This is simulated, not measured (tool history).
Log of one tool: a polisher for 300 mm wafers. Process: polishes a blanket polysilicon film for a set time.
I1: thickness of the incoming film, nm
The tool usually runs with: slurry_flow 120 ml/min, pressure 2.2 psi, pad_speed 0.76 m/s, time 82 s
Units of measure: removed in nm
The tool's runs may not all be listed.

{"run": 1, "hour": 0.0, "slurry_flow": 120, "pressure": 2.6, "pad_speed": 0.76, "time": 82, "I1": 2259.6, "removed": 408.8}
{"run": 2, "hour": 67.8, "slurry_flow": 120, "pressure": 2.6, "pad_speed": 0.76, "time": 82, "I1": 2235.1, "removed": 396.4}
{"run": 3, "hour": 147.2, "slurry_flow": 120, "pressure": 2.2, "pad_speed": 0.76, "time": 82, "I1": 2247.1, "removed": 322.8}
{"run": 4, "hour": 238.5, "slurry_flow": 120, "pressure": 2.2, "pad_speed": 0.76, "time": 82, "I1": 2250.9, "removed": 309.0}
{"hour": 245.3, "done": "worn pad replaced by a new one"}
{"run": 5, "hour": 325.9, "slurry_flow": 105, "pressure": 2.2, "pad_speed": 0.76, "time": 82, "I1": 2220.6, "removed": 326.9}
{"hour": 353.0, "done": "head pressure recalibrated"}
{"run": 6, "hour": 371.6, "slurry_flow": 105, "pressure": 2.2, "pad_speed": 0.76, "time": 82, "I1": 2192.8, "removed": 325.4}
{"run": 7, "hour": 452.5, "slurry_flow": 105, "pressure": 2.2, "pad_speed": 0.76, "time": 82, "I1": 2272.6, "removed": 308.6}
{"hour": 478.3, "done": "worn pad replaced by a new one"}
{"hour": 481.2, "done": "slurry nozzle cleaned"}
{"run": 8, "hour": 530.1, "slurry_flow": 120, "pressure": 2.2, "pad_speed": 0.76, "time": 82, "I1": 2257.0, "removed": 349.1}
{"run": 9, "hour": 625.6, "slurry_flow": 120, "pressure": 2.2, "pad_speed": 0.76, "time": 82, "I1": 2246.6, "removed": 338.2}
{"run": 10, "hour": 683.5, "slurry_flow": 100, "pressure": 2.5, "pad_speed": 0.6, "time": 82, "I1": 2271.7, "removed": 283.2}
{"hour": 731.3, "done": "worn pad replaced by a new one"}
{"run": 11, "hour": 783.0, "slurry_flow": 120, "pressure": 2.2, "pad_speed": 0.76, "time": 82, "I1": 2195.7, "removed": 341.0}
{"run": 12, "hour": 866.6, "slurry_flow": 120, "pressure": 2.0, "pad_speed": 0.76, "time": 82, "I1": 2237.8, "removed": 300.8}
{"run": 13, "hour": 906.9, "slurry_flow": 135, "pressure": 1.8, "pad_speed": 1.0, "time": 100, "I1": 2278.8, "removed": 444.0}
{"hour": 980.9, "done": "worn pad replaced by a new one"}
{"hour": 986.1, "done": "head pressure recalibrated"}
{"run": 14, "hour": 1013.4, "slurry_flow": 105, "pressure": 1.7, "pad_speed": 0.76, "time": 82, "I1": 2220.7, "removed": 261.1}
{"run": 15, "hour": 1097.4, "slurry_flow": 145, "pressure": 2.5, "pad_speed": 0.88, "time": 65, "I1": 2265.9, "removed": 367.8}
{"run": 16, "hour": 1150.8, "slurry_flow": 150, "pressure": 2.2, "pad_speed": 0.54, "time": 59, "I1": 2265.4, "removed": 177.0}
{"run": 17, "hour": 1191.3, "slurry_flow": 120, "pressure": 2.2, "pad_speed": 0.5, "time": 55, "I1": 2218.2, "removed": 143.6}
{"run": 18, "hour": 1261.7, "slurry_flow": 120, "pressure": 2.2, "pad_speed": 0.76, "time": 82, "I1": 2231.1, "removed": 312.9}
{"hour": 1277.2, "done": "worn pad replaced by a new one"}
{"hour": 1306.8, "done": "slurry nozzle cleaned"}
{"run": 19, "hour": 1368.0, "slurry_flow": 100, "pressure": 2.2, "pad_speed": 0.76, "time": 91, "I1": 2236.9, "removed": 367.6}

Predict each of these 4 candidate next runs independently; none follows another, all start after run 19:
{"run": "A", "hour": 1368.4, "slurry_flow": 120, "pressure": 2.2, "pad_speed": 0.76, "time": 62, "I1": 2253.0, "removed": "?"}
{"run": "B", "hour": 1368.4, "slurry_flow": 90, "pressure": 2.2, "pad_speed": 0.76, "time": 82, "I1": 2253.0, "removed": "?"}
{"run": "C", "hour": 1368.4, "slurry_flow": 135, "pressure": 2.8, "pad_speed": 0.5, "time": 82, "I1": 2253.0, "removed": "?"}
{"run": "D", "hour": 1368.4, "slurry_flow": 120, "pressure": 2.2, "pad_speed": 0.76, "time": 90, "I1": 2253.0, "removed": "?"}

run=A removed=261.3
run=B removed=321.8
run=C removed=296.4
run=D removed=379.3
Stripped of hidden state, with their random variation kept, the same runs would have yielded:
run=A removed=264.9
run=B removed=326.2
run=C removed=300.4
run=D removed=384.5
